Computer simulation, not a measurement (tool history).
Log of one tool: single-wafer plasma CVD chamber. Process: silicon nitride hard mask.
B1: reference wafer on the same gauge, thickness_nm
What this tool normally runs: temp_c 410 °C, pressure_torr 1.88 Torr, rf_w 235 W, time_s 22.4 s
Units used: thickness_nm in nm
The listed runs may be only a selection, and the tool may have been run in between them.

Run 1, hour 0: usual settings but time_s 20 s; B1 22.867. Result: thickness_nm 19.534 nm.
Run 2, hour 92: usual settings but time_s 20 s; B1 22.886. Result: thickness_nm 19.293 nm.
Run 3, hour 178.9: usual settings but pressure_torr 1.68 Torr, rf_w 260 W; B1 22.91. Result: thickness_nm 21.798 nm.
Run 4, hour 248.1: usual settings but time_s 25.6 s; B1 22.891. Result: thickness_nm 24.582 nm.
Run 5, hour 323.1: usual settings but time_s 25.6 s; B1 22.909. Result: thickness_nm 24.349 nm.
Run 6, hour 363.8: usual settings; B1 22.9. Result: thickness_nm 21.291 nm.
Run 7, hour 408.5: usual settings; B1 22.906. Result: thickness_nm 21.467 nm.
Run 8, hour 457.4: usual settings but pressure_torr 1.98 Torr; B1 22.894. Result: thickness_nm 21.765 nm.
Run 9, hour 551: usual settings but pressure_torr 1.98 Torr; B1 22.883. Result: thickness_nm 21.627 nm.
Run 10, hour 630: usual settings; B1 22.931. Result: thickness_nm 21.23 nm.
Run 11, hour 688.8: usual settings but temp_c 402 °C, pressure_torr 2.34 Torr, rf_w 190 W, time_s 26.8 s; B1 22.898. Result: thickness_nm 23.976 nm.
At hour 722.5: capacitance manometer re-zeroed and calibrated.
Run 12, hour 731: usual settings but temp_c 414 °C; B1 22.902. Result: thickness_nm 20.891 nm.
At hour 752: gauge calibrated.
Run 13, hour 805.1: usual settings but temp_c 397 °C, pressure_torr 1.66 Torr; B1 22.9. Result: thickness_nm 20.012 nm.
At hour 819.2: RF generator calibrated.
At hour 866.4: thermocouple changed; heater temperature recalibrated.
Run 14, hour 893.7: usual settings; B1 22.918. Result: thickness_nm 22.002 nm.
At hour 955.1: showerhead replaced.
Run 15, hour 973.1: usual settings but temp_c 423 °C, pressure_torr 2.33 Torr, rf_w 270 W, time_s 25.1 s; B1 22.925. Result: thickness_nm 28.052 nm.
Run 16, hour 1059.9: usual settings; B1 22.904. Result: thickness_nm 21.647 nm.
Run 17, hour 1110.6: usual settings; B1 22.914. Result: thickness_nm 21.453 nm.
Run 18, hour 1204.1: usual settings; B1 22.913. Result: thickness_nm 21.528 nm.
Run 19, hour 1247.9: usual settings but time_s 19 s; B1 22.867. Result: thickness_nm 18.063 nm.
Run 20, hour 1308: usual settings but temp_c 421 °C, pressure_torr 1.52 Torr, rf_w 220 W; B1 22.907. Result: thickness_nm 18.759 nm.
Run 21, hour 1395.3: usual settings but temp_c 415 °C, pressure_torr 1.63 Torr, rf_w 215 W; B1 22.9. Result: thickness_nm 19.066 nm.

What if the next run were any one of these 5? Each begins from the tool's condition after run 21:
Run A, hour 1395.7: usual settings but temp_c 405 °C; B1 ?. Result: thickness_nm ?.
Run B, hour 1395.7: usual settings but time_s 19.1 s; B1 ?. Result: thickness_nm ?.
Run C, hour 1395.7: usual settings but pressure_torr 1.52 Torr, rf_w 215 W; B1 ?. Result: thickness_nm ?.
Run D, hour 1395.7: usual settings but temp_c 423 °C, pressure_torr 2.31 Torr, rf_w 255 W, time_s 20.6 s; B1 ?. Result: thickness_nm ?.
Run E, hour 1395.7: usual settings but rf_w 210 W; B1 ?. Result: thickness_nm ?.

run      B1  thickness_nm
  A  22.903        21.325
  B  22.903        18.151
  C  22.903        18.513
  D  22.903        21.864
  E  22.903        19.965
Stripped of hidden state, with their random variation kept, the same runs would have yielded:
run  thickness_nm
  A        22.063
  B        18.778
  C        19.166
  D        22.597
  E         20.67

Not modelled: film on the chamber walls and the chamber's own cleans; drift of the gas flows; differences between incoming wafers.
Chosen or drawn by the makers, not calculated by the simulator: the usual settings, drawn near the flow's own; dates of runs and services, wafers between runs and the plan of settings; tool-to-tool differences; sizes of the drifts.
